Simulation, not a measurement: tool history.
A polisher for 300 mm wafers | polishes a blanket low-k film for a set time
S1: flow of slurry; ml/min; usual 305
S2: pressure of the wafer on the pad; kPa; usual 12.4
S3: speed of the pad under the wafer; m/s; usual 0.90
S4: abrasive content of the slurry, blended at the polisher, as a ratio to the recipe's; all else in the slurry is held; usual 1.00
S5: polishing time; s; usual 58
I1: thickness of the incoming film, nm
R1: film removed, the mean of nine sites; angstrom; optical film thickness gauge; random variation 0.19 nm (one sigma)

| run | hour | S1 | S2 | S3 | S4 | S5 | I1 | R1 |
|---|---|---|---|---|---|---|---|---|
| 1 | 0.0 | 305 | 12.4 | 0.90 | 1.00 | 58 | 672.1 | 157 |
| 2 | 78.5 | 305 | 12.4 | 0.90 | 1.00 | 58 | 672.5 | 159 |
| 3 | 132.7 | 305 | 12.4 | 0.90 | 1.00 | 58 | 675.8 | 156 |
|  | 154.4 | slurry nozzle cleaned |
| 4 | 183.6 | 305 | 12.4 | 0.90 | 1.00 | 58 | 656.5 | 156 |
|  | 221.2 | worn pad replaced by a new one |
| 5 | 265.9 | 305 | 12.4 | 0.90 | 1.00 | 58 | 656.2 | 152 |
|  | 283.5 | head pressure recalibrated |
| 6 | 332.6 | 305 | 12.4 | 0.90 | 1.00 | 58 | 679.3 | 150 |
|  | 339.9 | conditioning disc replaced and pad reconditioned, repeated, since the last time left the tool worse |
|  | 374.6 | slurry blender recalibrated |
| 7 | 536.2 | 350 | 12.4 | 0.70 | 1.00 | 58 | 677.7 | 141 |
| 8 | 595.9 | 305 | 12.4 | 0.90 | 1.00 | 58 | 669.1 | 168 |
| 9 | 675.5 | 385 | 13.8 | 0.90 | 1.00 | 58 | 674.4 | 184 |
|  | 747.1 | worn pad replaced by a new one |
|  | 755.2 | slurry nozzle cleaned |
| 10 | 779.3 | 235 | 12.4 | 0.90 | 1.00 | 66 | 664.7 | 178 |
|  | 797.6 | conditioning disc replaced and pad reconditioned |
|  | 832.4 | head pressure recalibrated |
|  | 845.5 | slurry blender recalibrated |
| 11 | 846.0 | 340 | 12.4 | 1.20 | 1.00 | 58 | 668.4 | 214 |
| 12 | 892.6 | 305 | 12.4 | 0.90 | 1.00 | 58 | 656.5 | 170 |
| 13 | 982.2 | 215 | 15.9 | 0.90 | 1.30 | 58 | 674.9 | 238 |
| 14 | 1068.5 | 305 | 12.4 | 0.90 | 1.00 | 58 | 668.4 | 165 |
| 15 | 1154.8 | 305 | 12.4 | 0.90 | 1.00 | 48 | 670.4 | 136 |
|  | 1178.3 | worn pad replaced by a new one |
|  | 1237.8 | conditioning disc replaced and pad reconditioned |
| 16 | 1246.9 | 305 | 13.8 | 1.14 | 1.00 | 58 | 663.0 | 222 |
|  | 1296.6 | slurry nozzle cleaned |
| 17 | 1297.1 | 305 | 12.4 | 0.70 | 1.00 | 58 | 678.3 | 140 |
| 18 | 1352.2 | 305 | 12.4 | 0.90 | 1.25 | 58 | 675.3 | 186 |
|  | 1398.8 | slurry blender recalibrated |
|  | 1402.7 | head pressure recalibrated |
| 19 | 1404.4 | 305 | 12.4 | 0.90 | 1.00 | 58 | 673.1 | 165 |
| 20 | 1501.2 | 305 | 12.4 | 0.90 | 1.00 | 58 | 674.4 | 168 |
| 21 | 1586.2 | 275 | 8.3 | 0.66 | 0.80 | 58 | 657.8 | 77 |
| 22 | 1682.1 | 305 | 12.4 | 0.90 | 1.00 | 58 | 680.7 | 158 |
|  | 1713.5 | worn pad replaced by a new one |
|  | 1747.2 | slurry nozzle cleaned |
| 23 | 1760.2 | 230 | 12.4 | 0.90 | 1.00 | 72 | 671.4 | 188 |
|  | 1780.4 | conditioning disc replaced and pad reconditioned |
| 24 | 1806.2 | 275 | 12.4 | 0.82 | 1.00 | 58 | 677.4 | 157 |

5 ways to go on from here, each from the tool as it stands after run 24. What would each give?
| A | 1806.6 | 305 | 12.4 | 0.90 | 1.00 | 58 | 672.9 | ? |
| B | 1806.6 | 305 | 12.4 | 0.64 | 0.80 | 58 | 672.9 | ? |
| C | 1806.6 | 305 | 14.5 | 1.06 | 1.15 | 50 | 672.9 | ? |
| D | 1806.6 | 305 | 10.3 | 0.90 | 1.00 | 58 | 672.9 | ? |
| E | 1806.6 | 210 | 12.4 | 0.78 | 1.00 | 48 | 672.9 | ? |

| run | R1 |
|---|---|
| A | 171 |
| B | 117 |
| C | 209 |
| D | 143 |
| E | 124 |
Without the tool's hidden state the same runs would have given:
| run | R1 |
|---|---|
| A | 171 |
| B | 117 |
| C | 209 |
| D | 143 |
| E | 124 |
